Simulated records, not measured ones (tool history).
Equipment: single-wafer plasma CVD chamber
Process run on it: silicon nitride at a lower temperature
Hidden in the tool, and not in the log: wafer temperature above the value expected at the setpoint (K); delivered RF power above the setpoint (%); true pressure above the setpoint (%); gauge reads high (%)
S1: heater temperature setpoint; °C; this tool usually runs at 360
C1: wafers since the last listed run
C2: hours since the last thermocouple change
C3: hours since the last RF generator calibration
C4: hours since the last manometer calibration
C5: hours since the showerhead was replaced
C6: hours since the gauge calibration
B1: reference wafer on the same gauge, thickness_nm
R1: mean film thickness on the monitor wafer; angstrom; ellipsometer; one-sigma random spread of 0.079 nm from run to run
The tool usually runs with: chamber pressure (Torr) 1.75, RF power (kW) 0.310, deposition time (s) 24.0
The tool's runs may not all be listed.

run 1 hour=0.0 | S1=360 chamber_pressure_(Torr)=1.75 RF_power_(kW)=0.310 deposition_time_(s)=24.0 | C1=0 C2=1802.8 C3=805.0 C4=1157.6 C5=6286.9 C6=555.5 | B1=35.095 | R1=304.64
run 2 hour=33.4 | S1=370 chamber_pressure_(Torr)=1.75 RF_power_(kW)=0.310 deposition_time_(s)=25.2 | C1=656 C2=1836.2 C3=838.4 C4=1191.0 C5=6320.3 C6=588.9 | B1=35.095 | R1=318.36
run 3 hour=68.5 | S1=370 chamber_pressure_(Torr)=1.75 RF_power_(kW)=0.310 deposition_time_(s)=25.2 | C1=690 C2=1871.3 C3=873.5 C4=1226.1 C5=6355.4 C6=624.0 | B1=35.097 | R1=320.34
run 4 hour=82.8 | S1=370 chamber_pressure_(Torr)=1.75 RF_power_(kW)=0.310 deposition_time_(s)=25.2 | C1=281 C2=1885.6 C3=887.8 C4=1240.4 C5=6369.7 C6=638.3 | B1=35.102 | R1=319.90
run 5 hour=157.7 | S1=360 chamber_pressure_(Torr)=1.75 RF_power_(kW)=0.310 deposition_time_(s)=24.0 | C1=1473 C2=1960.5 C3=962.7 C4=1315.3 C5=6444.6 C6=713.2 | B1=35.087 | R1=306.16
run 6 hour=181.3 | S1=360 chamber_pressure_(Torr)=1.75 RF_power_(kW)=0.310 deposition_time_(s)=24.0 | C1=464 C2=1984.1 C3=986.3 C4=1338.9 C5=6468.2 C6=736.8 | B1=35.100 | R1=306.97
run 7 hour=197.6 | S1=360 chamber_pressure_(Torr)=1.75 RF_power_(kW)=0.310 deposition_time_(s)=24.0 | C1=320 C2=2000.4 C3=1002.6 C4=1355.2 C5=6484.5 C6=753.1 | B1=35.119 | R1=306.31
run 8 hour=224.2 | S1=360 chamber_pressure_(Torr)=1.75 RF_power_(kW)=0.310 deposition_time_(s)=24.0 | C1=523 C2=2027.0 C3=1029.2 C4=1381.8 C5=6511.1 C6=779.7 | B1=35.097 | R1=308.08
-- hour=235.6 capacitance manometer re-zeroed and calibrated
run 9 hour=249.5 | S1=360 chamber_pressure_(Torr)=1.75 RF_power_(kW)=0.365 deposition_time_(s)=21.9 | C1=340 C2=2052.3 C3=1054.5 C4=13.9 C5=6536.4 C6=805.0 | B1=35.098 | R1=313.96
run 10 hour=278.9 | S1=360 chamber_pressure_(Torr)=1.64 RF_power_(kW)=0.335 deposition_time_(s)=24.0 | C1=578 C2=2081.7 C3=1083.9 C4=43.3 C5=6565.8 C6=834.4 | B1=35.101 | R1=316.76
-- hour=292.5 RF generator calibrated
run 11 hour=309.7 | S1=366 chamber_pressure_(Torr)=1.75 RF_power_(kW)=0.250 deposition_time_(s)=27.1 | C1=448 C2=2112.5 C3=17.2 C4=74.1 C5=6596.6 C6=865.2 | B1=35.076 | R1=277.34
-- hour=332.8 showerhead replaced, of another model than before
run 12 hour=334.3 | S1=369 chamber_pressure_(Torr)=1.57 RF_power_(kW)=0.340 deposition_time_(s)=21.1 | C1=326 C2=2137.1 C3=41.8 C4=98.7 C5=1.5 C6=889.8 | B1=35.118 | R1=267.20
-- hour=356.6 gauge calibrated
run 13 hour=364.4 | S1=360 chamber_pressure_(Torr)=1.75 RF_power_(kW)=0.310 deposition_time_(s)=24.0 | C1=592 C2=2167.2 C3=71.9 C4=128.8 C5=31.6 C6=7.8 | B1=35.096 | R1=301.95
run 14 hour=378.2 | S1=360 chamber_pressure_(Torr)=1.75 RF_power_(kW)=0.310 deposition_time_(s)=24.0 | C1=271 C2=2181.0 C3=85.7 C4=142.6 C5=45.4 C6=21.6 | B1=35.105 | R1=302.44
run 15 hour=413.3 | S1=367 chamber_pressure_(Torr)=1.75 RF_power_(kW)=0.260 deposition_time_(s)=26.5 | C1=690 C2=2216.1 C3=120.8 C4=177.7 C5=80.5 C6=56.7 | B1=35.106 | R1=294.08
run 16 hour=428.3 | S1=360 chamber_pressure_(Torr)=2.06 RF_power_(kW)=0.370 deposition_time_(s)=24.0 | C1=295 C2=2231.1 C3=135.8 C4=192.7 C5=95.5 C6=71.7 | B1=35.094 | R1=362.34
run 17 hour=454.9 | S1=360 chamber_pressure_(Torr)=1.75 RF_power_(kW)=0.295 deposition_time_(s)=24.0 | C1=523 C2=2257.7 C3=162.4 C4=219.3 C5=122.1 C6=98.3 | B1=35.096 | R1=292.90
-- hour=481.3 thermocouple changed; heater temperature recalibrated
run 18 hour=486.0 | S1=360 chamber_pressure_(Torr)=1.75 RF_power_(kW)=0.310 deposition_time_(s)=24.0 | C1=454 C2=4.7 C3=193.5 C4=250.4 C5=153.2 C6=129.4 | B1=35.112 | R1=301.15
run 19 hour=510.8 | S1=353 chamber_pressure_(Torr)=2.14 RF_power_(kW)=0.310 deposition_time_(s)=24.0 | C1=487 C2=29.5 C3=218.3 C4=275.2 C5=178.0 C6=154.2 | B1=35.095 | R1=328.09
run 20 hour=540.7 | S1=373 chamber_pressure_(Torr)=1.60 RF_power_(kW)=0.310 deposition_time_(s)=27.0 | C1=588 C2=59.4 C3=248.2 C4=305.1 C5=207.9 C6=184.1 | B1=35.077 | R1=326.88
run 21 hour=558.5 | S1=354 chamber_pressure_(Torr)=1.53 RF_power_(kW)=0.255 deposition_time_(s)=21.4 | C1=350 C2=77.2 C3=266.0 C4=322.9 C5=225.7 C6=201.9 | B1=35.105 | R1=220.96
run 22 hour=575.6 | S1=360 chamber_pressure_(Torr)=1.75 RF_power_(kW)=0.310 deposition_time_(s)=24.0 | C1=336 C2=94.3 C3=283.1 C4=340.0 C5=242.8 C6=219.0 | B1=35.101 | R1=303.56
run 23 hour=596.1 | S1=360 chamber_pressure_(Torr)=1.75 RF_power_(kW)=0.340 deposition_time_(s)=24.0 | C1=403 C2=114.8 C3=303.6 C4=360.5 C5=263.3 C6=239.5 | B1=35.083 | R1=322.91
run 24 hour=619.7 | S1=360 chamber_pressure_(Torr)=1.75 RF_power_(kW)=0.350 deposition_time_(s)=24.0 | C1=464 C2=138.4 C3=327.2 C4=384.1 C5=286.9 C6=263.1 | B1=35.103 | R1=329.35
run 25 hour=635.4 | S1=360 chamber_pressure_(Torr)=1.38 RF_power_(kW)=0.310 deposition_time_(s)=21.8 | C1=308 C2=154.1 C3=342.9 C4=399.8 C5=302.6 C6=278.8 | B1=35.104 | R1=247.00
run 26 hour=659.6 | S1=360 chamber_pressure_(Torr)=1.75 RF_power_(kW)=0.310 deposition_time_(s)=24.0 | C1=475 C2=178.3 C3=367.1 C4=424.0 C5=326.8 C6=303.0 | B1=35.094 | R1=302.93
run 27 hour=679.2 | S1=360 chamber_pressure_(Torr)=2.02 RF_power_(kW)=0.290 deposition_time_(s)=19.6 | C1=385 C2=197.9 C3=386.7 C4=443.6 C5=346.4 C6=322.6 | B1=35.110 | R1=250.93
run 28 hour=711.2 | S1=375 chamber_pressure_(Torr)=1.75 RF_power_(kW)=0.330 deposition_time_(s)=24.0 | C1=629 C2=229.9 C3=418.7 C4=475.6 C5=378.4 C6=354.6 | B1=35.110 | R1=314.99

5 ways to go on from here, each from the tool as it stands after run 28. What would each give?
run A hour=711.6 | S1=360 chamber_pressure_(Torr)=1.75 RF_power_(kW)=0.310 deposition_time_(s)=24.0 | C1=7 C2=230.3 C3=419.1 C4=476.0 C5=378.8 C6=355.0 | B1=? | R1=?
run B hour=711.6 | S1=369 chamber_pressure_(Torr)=1.36 RF_power_(kW)=0.265 deposition_time_(s)=24.0 | C1=7 C2=230.3 C3=419.1 C4=476.0 C5=378.8 C6=355.0 | B1=? | R1=?
run C hour=711.6 | S1=360 chamber_pressure_(Torr)=1.99 RF_power_(kW)=0.310 deposition_time_(s)=24.0 | C1=7 C2=230.3 C3=419.1 C4=476.0 C5=378.8 C6=355.0 | B1=? | R1=?
run D hour=711.6 | S1=360 chamber_pressure_(Torr)=1.59 RF_power_(kW)=0.345 deposition_time_(s)=27.2 | C1=7 C2=230.3 C3=419.1 C4=476.0 C5=378.8 C6=355.0 | B1=? | R1=?
run E hour=711.6 | S1=346 chamber_pressure_(Torr)=1.59 RF_power_(kW)=0.310 deposition_time_(s)=21.4 | C1=7 C2=230.3 C3=419.1 C4=476.0 C5=378.8 C6=355.0 | B1=? | R1=?

run=A B1=35.114 R1=304.39
run=B B1=35.114 R1=240.70
run=C B1=35.114 R1=320.39
run=D B1=35.114 R1=354.67
run=E B1=35.114 R1=261.57
Had the tool no hidden state, the same runs would have come out as:
run=A R1=301.76
run=B R1=238.40
run=C R1=317.79
run=D R1=351.53
run=E R1=259.26
